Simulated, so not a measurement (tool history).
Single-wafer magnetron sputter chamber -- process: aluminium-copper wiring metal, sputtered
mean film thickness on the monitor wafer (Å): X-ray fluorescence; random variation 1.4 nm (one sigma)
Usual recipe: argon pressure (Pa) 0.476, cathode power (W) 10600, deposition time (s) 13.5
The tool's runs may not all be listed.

run	hour	argon pressure (Pa)	cathode power (W)	deposition time (s)	wafers since the last listed run	wafers on the sputter target	hours since the last manometer calibration	hours since the magnet pack was replaced	hours since the gauge calibration	read-back reference wafer on the same gauge, thickness_nm	mean film thickness on the monitor wafer (Å)
1	0	0.582	10600	15.6	0	8171	2167.3	7351.1	437.7	235.149	2761.22
2	35.3	0.582	10600	15.6	1368	9540	2202.6	7386.4	473	234.871	2742.34
3	79.2	0.582	10600	15.6	1701	11241	2246.5	7430.3	516.9	235.124	2761.2
4	126.6	0.476	10600	13.5	1837	13079	2293.9	7477.7	564.3	235.114	2482.79
5	163.6	0.476	10600	13.5	1434	14513	2330.9	7514.7	601.3	235.092	2504.13
# hour 234.1: sputter target and shields replaced
6	234.6	0.476	10600	15.1	2442	20	2401.9	7585.7	672.3	235.108	2789.83
7	269.5	0.476	10600	15.1	1352	1373	2436.8	7620.6	707.2	234.814	2790.25
8	322.7	0.476	10600	15.1	2062	3435	2490	7673.8	760.4	235.282	2752.76
9	355.8	0.405	10600	13.5	1283	4718	2523.1	7706.9	793.5	234.973	2573.23
10	397.1	0.476	10600	13.5	1600	6319	2564.4	7748.2	834.8	234.864	2481.22
11	439.6	0.476	10600	11.5	1647	7967	2606.9	7790.7	877.3	235.019	2123.39
12	477.5	0.476	10600	14.2	1469	9436	2644.8	7828.6	915.2	235.118	2614.03
13	525.1	0.589	10600	13.5	1845	11281	2692.4	7876.2	962.8	234.651	2362.67
14	570.1	0.476	10600	13.5	1744	13026	2737.4	7921.2	1007.8	235.073	2485.79
15	619	0.476	10600	15.8	1895	14921	2786.3	7970.1	1056.7	235.122	2931.7
16	681.8	0.662	10600	14.5	2434	17355	2849.1	8032.9	1119.5	234.6	2477.11
# hour 726.1: sputter target and shields replaced
17	738	0.476	9000	14.3	1868	462	2905.3	8089.1	1175.7	235.106	2319.65
# hour 796.8: capacitance manometer re-zeroed and calibrated
18	805.7	0.535	10600	12	2314	2776	8.9	8156.8	1243.4	234.994	2054.34
19	833	0.476	10600	13.5	1058	3835	36.2	8184.1	1270.7	234.893	2398.33
20	865.4	0.476	10600	11.4	1255	5090	68.6	8216.5	1303.1	235.039	2032.59
# hour 898.5: magnet pack replaced
21	906.3	0.476	9000	15	1275	6366	109.5	7.8	1344	235.183	2376.89
# hour 936: gauge calibrated
22	968.7	0.476	10600	13.5	2418	8785	171.9	70.2	32.7	235	2446.94
23	1010.5	0.334	9000	13.5	1620	10405	213.7	112	74.5	234.932	2291.7
24	1057.5	0.376	13100	13.5	1821	12227	260.7	159	121.5	235.137	3055.94
25	1126.1	0.476	10600	13.5	2659	14886	329.3	227.6	190.1	235.015	2409.5
# hour 1138.1: sputter target and shields replaced
26	1198	0.541	12400	13.5	2476	2322	401.2	299.5	262	235.246	2658.88
27	1295.3	0.301	9400	11.8	3771	6094	498.5	396.8	359.3	235.445	2110.72
28	1358	0.476	10600	11.8	2430	8524	561.2	459.5	422	234.815	2140.16
29	1384.3	0.476	12050	11.8	1019	9544	587.5	485.8	448.3	235.251	2362.13
30	1422.5	0.654	9300	13.5	1480	11025	625.7	524	486.5	235.214	2042.62
31	1472.8	0.476	8700	13.5	1949	12975	676	574.3	536.8	234.635	2098.38
32	1542	0.379	13200	11.4	2682	15657	745.2	643.5	606	234.609	2580.87
33	1569.2	0.476	9800	13.5	1054	16711	772.4	670.7	633.2	235.254	2284.6
# hour 1579: sputter target and shields replaced
34	1596.9	0.476	10600	13.5	763	695	800.1	698.4	660.9	235.088	2464.65

Consider 4 possible next runs. They are alternatives, not a sequence: every one starts from the tool as it was left by run 34. What does each give?
A	1597.3	0.476	10600	13.5	15	710	800.5	698.8	661.3	?	?
B	1597.3	0.476	12650	15.5	15	710	800.5	698.8	661.3	?	?
C	1597.3	0.634	10600	13.5	15	710	800.5	698.8	661.3	?	?
D	1597.3	0.476	9100	10.9	15	710	800.5	698.8	661.3	?	?

run	read-back reference wafer on the same gauge, thickness_nm	mean film thickness on the monitor wafer (Å)
A	234.697	2485.03
B	234.697	3292.83
C	234.697	2319.59
D	234.697	1780.21
Stripped of hidden state, with their random variation kept, the same runs would have yielded:
run	mean film thickness on the monitor wafer (Å)
A	2424.93
B	3213.19
C	2248.26
D	1737.16

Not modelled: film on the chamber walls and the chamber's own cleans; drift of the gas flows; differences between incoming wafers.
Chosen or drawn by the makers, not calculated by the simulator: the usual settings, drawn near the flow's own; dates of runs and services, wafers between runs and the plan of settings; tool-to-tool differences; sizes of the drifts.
